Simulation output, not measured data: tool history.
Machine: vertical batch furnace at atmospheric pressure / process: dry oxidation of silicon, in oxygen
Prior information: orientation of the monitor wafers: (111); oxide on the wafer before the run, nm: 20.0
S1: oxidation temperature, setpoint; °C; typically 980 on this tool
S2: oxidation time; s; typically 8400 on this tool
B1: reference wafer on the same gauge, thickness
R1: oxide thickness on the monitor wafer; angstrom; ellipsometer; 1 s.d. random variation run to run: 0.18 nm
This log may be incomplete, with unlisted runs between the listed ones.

run 1 hour=0 | S1=998 S2=8400 | B1=133.89 | R1=1346.7
run 2 hour=39.2 | S1=998 S2=8400 | B1=134 | R1=1346.2
run 3 hour=93.1 | S1=980 S2=7410 | B1=134 | R1=1119.4
run 4 hour=155.5 | S1=980 S2=7410 | B1=134.05 | R1=1125.8
run 5 hour=185.7 | S1=999 S2=8400 | B1=133.98 | R1=1366.3
-- hour=247.5 gauge calibrated
-- hour=278 boat lift adjusted
run 6 hour=278.5 | S1=999 S2=8400 | B1=134.04 | R1=1365.5
run 7 hour=323.1 | S1=980 S2=8400 | B1=134.05 | R1=1210.6
run 8 hour=356.3 | S1=991 S2=8400 | B1=133.97 | R1=1299.5
-- hour=401.8 thermocouples replaced and temperature profile calibrated
run 9 hour=402.3 | S1=1004 S2=8400 | B1=134 | R1=1355.5
run 10 hour=427.2 | S1=997 S2=10050 | B1=134.05 | R1=1440.4

Predict the results of run 11:
run 11 hour=472.9 | S1=980 S2=6930 | B1=? | R1=?

For run 11 the tool returned B1 133.93, R1 1046.1 angstrom.
Had the tool carried no hidden state, the very same run would have given R1 1043.2 angstrom.
